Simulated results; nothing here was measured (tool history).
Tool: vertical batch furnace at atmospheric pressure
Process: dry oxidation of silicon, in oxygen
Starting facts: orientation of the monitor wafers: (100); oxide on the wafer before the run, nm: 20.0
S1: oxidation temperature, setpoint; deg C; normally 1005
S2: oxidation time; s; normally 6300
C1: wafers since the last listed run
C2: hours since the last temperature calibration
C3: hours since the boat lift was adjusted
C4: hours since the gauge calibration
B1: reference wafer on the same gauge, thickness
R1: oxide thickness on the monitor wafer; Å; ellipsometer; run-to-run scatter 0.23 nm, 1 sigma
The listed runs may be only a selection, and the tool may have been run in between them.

{"run": 1, "hour": 0.0, "S1": 1011, "S2": 6300, "C1": 0, "C2": 1793.4, "C3": 2480.1, "C4": 168.3, "B1": 88.17, "R1": 853.0}
{"run": 2, "hour": 105.2, "S1": 1011, "S2": 6300, "C1": 1581, "C2": 1898.6, "C3": 2585.3, "C4": 273.5, "B1": 88.19, "R1": 852.5}
{"run": 3, "hour": 158.9, "S1": 1011, "S2": 6300, "C1": 807, "C2": 1952.3, "C3": 2639.0, "C4": 327.2, "B1": 88.19, "R1": 854.7}
{"run": 4, "hour": 220.6, "S1": 1005, "S2": 4800, "C1": 927, "C2": 2014.0, "C3": 2700.7, "C4": 388.9, "B1": 88.18, "R1": 691.4}
{"run": 5, "hour": 295.6, "S1": 1005, "S2": 6300, "C1": 1127, "C2": 2089.0, "C3": 2775.7, "C4": 463.9, "B1": 88.13, "R1": 817.0}
{"run": 6, "hour": 343.3, "S1": 997, "S2": 6300, "C1": 716, "C2": 2136.7, "C3": 2823.4, "C4": 511.6, "B1": 88.14, "R1": 769.3}
{"run": 7, "hour": 381.8, "S1": 1005, "S2": 6300, "C1": 578, "C2": 2175.2, "C3": 2861.9, "C4": 550.1, "B1": 88.21, "R1": 822.4}

Expected results for the next run?
{"hour": 409.2, "done": "thermocouples replaced and temperature profile calibrated"}
{"run": 8, "hour": 457.8, "S1": 1005, "S2": 6300, "C1": 781, "C2": 48.6, "C3": 2937.9, "C4": 626.1, "B1": "?", "R1": "?"}

Logged for run 8: B1 88.22, R1 792.7 Å.
The same run, on a tool lacking any hidden state, would have yielded R1 789.7 Å.

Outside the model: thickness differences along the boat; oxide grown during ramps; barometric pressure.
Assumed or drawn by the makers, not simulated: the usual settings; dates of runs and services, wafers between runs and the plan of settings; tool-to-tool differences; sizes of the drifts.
